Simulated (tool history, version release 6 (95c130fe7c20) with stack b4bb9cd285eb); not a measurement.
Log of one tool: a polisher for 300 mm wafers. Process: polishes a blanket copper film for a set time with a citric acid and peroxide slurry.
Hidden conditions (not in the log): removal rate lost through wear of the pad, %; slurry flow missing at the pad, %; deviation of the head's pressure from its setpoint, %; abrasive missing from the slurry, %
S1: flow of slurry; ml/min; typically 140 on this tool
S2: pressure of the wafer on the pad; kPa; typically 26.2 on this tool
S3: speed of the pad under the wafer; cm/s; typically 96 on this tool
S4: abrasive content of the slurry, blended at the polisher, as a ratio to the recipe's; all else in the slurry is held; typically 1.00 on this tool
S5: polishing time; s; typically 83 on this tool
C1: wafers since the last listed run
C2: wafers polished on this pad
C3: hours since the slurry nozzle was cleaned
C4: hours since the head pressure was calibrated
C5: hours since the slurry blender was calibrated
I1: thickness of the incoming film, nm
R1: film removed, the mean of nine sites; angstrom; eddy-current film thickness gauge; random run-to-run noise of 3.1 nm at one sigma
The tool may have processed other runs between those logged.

run,hour,S1,S2,S3,S4,S5,C1,C2,C3,C4,C5,I1,R1
1,0.0,140,26.2,96,1.00,83,0,264,343.5,50.4,64.6,638.4,2245
2,14.3,140,26.2,96,1.00,83,157,421,357.8,64.7,78.9,649.6,2142
3,21.7,140,26.2,96,1.00,83,81,503,365.2,72.1,86.3,648.2,2113
4,29.2,140,26.2,96,1.00,83,82,585,372.7,79.6,93.8,638.8,2199
5,41.4,140,30.3,96,1.00,83,134,720,384.9,91.8,106.0,641.8,2474
6,56.4,140,30.3,96,1.00,83,165,885,399.9,106.8,121.0,636.0,2477
7,64.0,140,26.2,96,1.00,83,83,969,407.5,114.4,128.6,649.6,2130
# hour 73.4: worn pad replaced by a new one
8,77.6,140,26.2,96,1.00,83,105,45,421.1,128.0,142.2,648.3,2116
9,87.9,140,26.2,96,1.00,83,113,159,431.4,138.3,152.5,637.2,2081
10,100.0,140,26.2,96,1.00,83,133,292,443.5,150.4,164.6,661.2,2147
11,109.1,140,26.2,96,1.00,83,100,392,452.6,159.5,173.7,654.0,2101
12,125.2,140,26.2,96,1.00,83,177,570,468.7,175.6,189.8,649.0,2075
13,132.7,140,26.2,96,1.00,83,82,652,476.2,183.1,197.3,653.1,2061
14,145.0,140,23.4,96,1.00,83,135,788,488.5,195.4,209.6,648.2,1893
# hour 153.0: slurry blender recalibrated
15,159.8,180,26.2,84,0.75,83,140,929,503.3,210.2,6.8,637.0,2001
# hour 164.5: worn pad replaced by a new one
16,172.9,140,29.6,120,1.30,83,100,92,516.4,223.3,19.9,648.7,3098
# hour 178.3: slurry nozzle cleaned
17,185.0,100,33.1,110,0.90,83,122,214,6.7,235.4,32.0,650.9,2803
18,197.5,185,32.4,96,1.15,98,137,352,19.2,247.9,44.5,657.3,3471
19,240.6,180,26.2,96,0.75,83,474,827,62.3,291.0,87.6,650.7,2177
# hour 248.2: worn pad replaced by a new one, of another model than before
20,257.9,120,26.2,96,1.00,83,146,106,79.6,308.3,104.9,661.0,2054
# hour 262.3: head pressure recalibrated
21,273.8,140,26.2,96,1.00,83,153,259,95.5,11.5,120.8,655.1,2193
22,285.1,140,26.2,96,1.00,83,124,384,106.8,22.8,132.1,636.6,2123
23,300.1,140,23.4,96,1.00,64,165,549,121.8,37.8,147.1,651.0,1490
24,306.7,140,26.2,96,1.00,75,72,622,128.4,44.4,153.7,648.5,1910
25,322.3,125,26.2,106,1.00,83,171,793,144.0,60.0,169.3,651.9,2259
26,337.8,140,26.2,96,1.00,83,170,964,159.5,75.5,184.8,661.8,2125

Below, each run's measurement less what the same run would have read without the hidden state. Both values contain the same run-to-run variation, but the gauge's scatter may not be the same in both:
run,R1
1,-27
2,-30
3,-33
4,-37
5,-49
6,-60
7,-56
8,-65
9,-72
10,-85
11,-91
12,-106
13,-114
14,-118
15,-3
16,-6
17,-7
18,-13
19,-21
20,-28
21,-39
22,-45
23,-38
24,-55
25,-78
26,-88

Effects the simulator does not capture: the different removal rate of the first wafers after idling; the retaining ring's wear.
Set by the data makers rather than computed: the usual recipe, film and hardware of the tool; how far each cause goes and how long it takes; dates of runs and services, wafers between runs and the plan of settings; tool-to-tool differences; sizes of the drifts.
